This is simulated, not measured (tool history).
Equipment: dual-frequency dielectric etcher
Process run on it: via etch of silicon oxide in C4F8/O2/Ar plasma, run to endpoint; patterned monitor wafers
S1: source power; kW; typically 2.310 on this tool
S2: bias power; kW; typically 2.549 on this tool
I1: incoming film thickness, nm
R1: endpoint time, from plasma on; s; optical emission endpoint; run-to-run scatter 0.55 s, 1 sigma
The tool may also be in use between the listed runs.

run,hour,S1,S2,I1,R1
1,0.0,2.310,2.549,1076.4,185.9
2,57.5,2.310,2.549,1074.7,186.7
3,98.0,2.310,2.549,1070.9,185.9
4,145.4,2.310,2.288,1077.7,193.5
5,209.4,2.310,2.549,1075.1,187.6
6,254.5,2.310,2.549,1065.1,185.1
# hour 298.1: source power generator calibrated
7,307.3,2.310,2.549,1064.9,184.2
8,369.5,2.310,2.549,1080.8,187.1
9,426.0,2.570,3.040,1082.3,170.5
# hour 449.2: bias power generator calibrated
# hour 477.0: wet clean of the chamber
10,549.6,2.550,3.001,1073.4,167.7
11,614.6,1.990,2.141,1067.7,204.5
12,657.2,2.310,2.549,1089.0,186.7
# hour 701.5: upper electrode replaced
13,705.9,2.310,2.549,1085.8,187.6
14,772.4,2.510,2.549,1079.5,181.0
15,799.6,2.140,2.815,1063.2,184.4
16,857.6,2.600,2.837,1068.9,171.7
17,924.6,1.870,2.343,1066.4,207.1

Each row is a separate what-if for the run after 17, all from the same tool condition, not one after another. Results?
A,925.1,2.310,2.277,1062.7,?
B,925.1,2.530,1.914,1062.7,?
C,925.1,2.030,2.549,1062.7,?

run,R1
A,191.0
B,193.4
C,194.6
Had the tool no hidden state, the same runs would have come out as:
run,R1
A,187.0
B,189.4
C,190.6
